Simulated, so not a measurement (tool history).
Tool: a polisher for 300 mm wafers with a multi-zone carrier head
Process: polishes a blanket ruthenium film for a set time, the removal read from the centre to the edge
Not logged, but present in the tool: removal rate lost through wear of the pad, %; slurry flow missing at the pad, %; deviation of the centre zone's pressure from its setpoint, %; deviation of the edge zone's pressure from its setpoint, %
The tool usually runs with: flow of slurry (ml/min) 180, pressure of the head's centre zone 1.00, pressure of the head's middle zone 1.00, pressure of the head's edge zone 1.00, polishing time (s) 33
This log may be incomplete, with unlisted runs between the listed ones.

run,day,flow of slurry (ml/min),pressure of the head's centre zone,pressure of the head's middle zone,pressure of the head's edge zone,polishing time (s),wafers since the last listed run,wafers polished on this pad,hours since the slurry nozzle was cleaned,hours since the centre zone pressure was calibrated,hours since the edge zone pressure was calibrated,hours since the carrier head's membrane was replaced,"incoming thickness of the incoming film, nm",film removed at the wafer's centre (angstrom),film removed at mid-radius (angstrom),film removed at the wafer's edge (angstrom)
1,0.000,180,1.00,1.00,1.00,33,0,1472,127.1,124.6,17.6,79.4,387.1,488,464,465
2,2.238,180,1.00,1.00,1.00,33,629,2101,180.8,178.3,71.3,133.1,388.3,478,464,475
3,4.583,180,1.00,1.00,1.00,33,659,2761,237.1,234.6,127.6,189.4,385.6,478,461,473
4,5.717,180,1.00,1.00,1.00,33,318,3079,264.3,261.8,154.8,216.6,393.6,480,461,473
5,7.646,180,1.00,1.00,1.00,33,542,3622,310.6,308.1,201.1,262.9,391.4,472,444,456
# day 8.788: slurry nozzle cleaned
6,9.071,140,1.00,1.00,1.00,33,388,4011,6.8,342.3,235.3,297.1,384.1,466,447,465
# day 9.579: centre zone pressure recalibrated
# day 10.675: worn pad replaced by a new one
7,11.196,180,1.00,1.00,1.00,33,527,146,57.8,38.8,286.3,348.1,383.7,464,468,473
8,13.067,180,1.00,0.88,1.00,23,526,672,102.7,83.7,331.2,393.0,389.5,327,289,334
9,15.367,150,1.00,1.00,1.00,23,646,1319,157.9,138.9,386.4,448.2,388.6,316,312,320
10,18.054,180,1.00,1.00,0.95,33,755,2074,222.4,203.4,450.9,512.7,385.7,460,460,463
# day 19.000: edge zone pressure recalibrated
11,20.246,180,1.06,1.00,1.05,33,592,2667,275.0,256.0,29.9,565.3,390.8,494,456,469
# day 21.500: carrier head's membrane replaced by a new one
# day 23.050: slurry nozzle cleaned
# day 23.175: centre zone pressure recalibrated
# day 23.996: worn pad replaced by a new one
12,28.146,240,0.96,0.96,1.00,33,2080,1166,122.3,119.3,219.5,159.5,387.6,479,470,486
13,31.454,180,1.07,1.00,1.00,43,930,2096,201.7,198.7,298.9,238.9,395.2,667,606,610
14,33.171,180,1.00,1.00,1.00,33,482,2579,242.9,239.9,340.1,280.1,397.8,471,457,467
# day 35.842: edge zone pressure recalibrated
# day 38.300: slurry nozzle cleaned
# day 38.596: worn pad replaced by a new one
# day 38.754: centre zone pressure recalibrated
15,40.483,180,1.00,1.00,1.00,33,1950,507,52.4,41.5,111.4,455.6,388.2,467,473,470
16,41.871,205,1.00,1.00,1.00,33,390,897,85.7,74.8,144.7,488.9,387.3,479,476,484
17,44.071,115,0.95,1.08,0.94,33,618,1515,138.5,127.6,197.5,541.7,386.9,419,465,431
18,46.892,180,1.00,1.10,1.11,33,793,2309,206.2,195.3,265.2,609.4,393.9,473,502,492
19,48.396,180,1.00,1.00,1.00,29,422,2732,242.3,231.4,301.3,645.5,387.8,424,403,415
# day 50.158: carrier head's membrane replaced by a new one
20,50.554,180,0.96,0.92,0.96,22,548,3280,294.1,283.2,353.1,9.5,386.2,300,284,307
# day 51.400: centre zone pressure recalibrated
21,52.121,180,0.91,1.00,1.00,33,417,3697,331.7,17.3,390.7,47.1,390.3,403,453,458
22,54.383,180,0.91,1.00,1.00,33,636,4333,386.0,71.6,445.0,101.4,389.4,396,439,446
# day 54.733: worn pad replaced by a new one
# day 55.475: slurry nozzle cleaned
# day 55.617: edge zone pressure recalibrated
23,55.908,180,1.00,1.00,0.91,33,346,295,10.4,108.2,7.0,138.0,386.4,476,474,461

For each entry between runs, how does the tool's hidden state at the last listed run before it compare with that at the first listed run after it?
Run 5 -> run 6: slurry nozzle cleaned (day 8.788)
  slurry flow missing at the pad, %: 26.5 -> 4.71; deviation of the centre zone's pressure from its setpoint, %: 7.81 -> 7.94
  measured value less the no-hidden-state value, film removed at the wafer's centre (angstrom): +9 -> +30; film removed at mid-radius (angstrom): -23 -> -4; film removed at the wafer's edge (angstrom): -16 -> -3
Run 6 -> run 7: centre zone pressure recalibrated (day 9.579); worn pad replaced by a new one (day 10.675)
  slurry flow missing at the pad, %: 4.71 -> 5.49; deviation of the centre zone's pressure from its setpoint, %: 7.94 -> 0.848
  measured value less the no-hidden-state value, film removed at the wafer's centre (angstrom): +30 -> +0; film removed at mid-radius (angstrom): -4 -> -4; film removed at the wafer's edge (angstrom): -3 -> -3
Run 10 -> run 11: edge zone pressure recalibrated (day 19.000)
  slurry flow missing at the pad, %: 16.5 -> 22.7; deviation of the centre zone's pressure from its setpoint, %: 4.86 -> 5.33
  measured value less the no-hidden-state value, film removed at the wafer's centre (angstrom): +8 -> +3; film removed at mid-radius (angstrom): -13 -> -19; film removed at the wafer's edge (angstrom): -9 -> -14
Run 11 -> run 12: carrier head's membrane replaced by a new one (day 21.500); slurry nozzle cleaned (day 23.050); centre zone pressure recalibrated (day 23.175); worn pad replaced by a new one (day 23.996)
  slurry flow missing at the pad, %: 22.7 -> 7.78; deviation of the centre zone's pressure from its setpoint, %: 5.33 -> 5.27
  measured value less the no-hidden-state value, film removed at the wafer's centre (angstrom): +3 -> +19; film removed at mid-radius (angstrom): -19 -> -5; film removed at the wafer's edge (angstrom): -14 -> -3
Run 14 -> run 15: edge zone pressure recalibrated (day 35.842); slurry nozzle cleaned (day 38.300); worn pad replaced by a new one (day 38.596); centre zone pressure recalibrated (day 38.754)
  slurry flow missing at the pad, %: 18.3 -> 1.06; deviation of the centre zone's pressure from its setpoint, %: 6.98 -> 1.78
  measured value less the no-hidden-state value, film removed at the wafer's centre (angstrom): +15 -> +7; film removed at mid-radius (angstrom): -14 -> +0; film removed at the wafer's edge (angstrom): -10 -> +0
Run 19 -> run 20: carrier head's membrane replaced by a new one (day 50.158)
  slurry flow missing at the pad, %: 14.4 -> 21; deviation of the centre zone's pressure from its setpoint, %: 5.94 -> 6.3
  measured value less the no-hidden-state value, film removed at the wafer's centre (angstrom): +14 -> +6; film removed at mid-radius (angstrom): -10 -> -11; film removed at the wafer's edge (angstrom): -7 -> -8
Run 20 -> run 21: centre zone pressure recalibrated (day 51.400)
  slurry flow missing at the pad, %: 21 -> 26.6; deviation of the centre zone's pressure from its setpoint, %: 6.3 -> 0.961
  measured value less the no-hidden-state value, film removed at the wafer's centre (angstrom): +6 -> -19; film removed at mid-radius (angstrom): -11 -> -23; film removed at the wafer's edge (angstrom): -8 -> -16
Run 22 -> run 23: worn pad replaced by a new one (day 54.733); slurry nozzle cleaned (day 55.475); edge zone pressure recalibrated (day 55.617)
  slurry flow missing at the pad, %: 35.9 -> 0.901; deviation of the centre zone's pressure from its setpoint, %: 3.35 -> 4.43
  measured value less the no-hidden-state value, film removed at the wafer's centre (angstrom): -20 -> +20; film removed at mid-radius (angstrom): -33 -> +0; film removed at the wafer's edge (angstrom): -24 -> +0
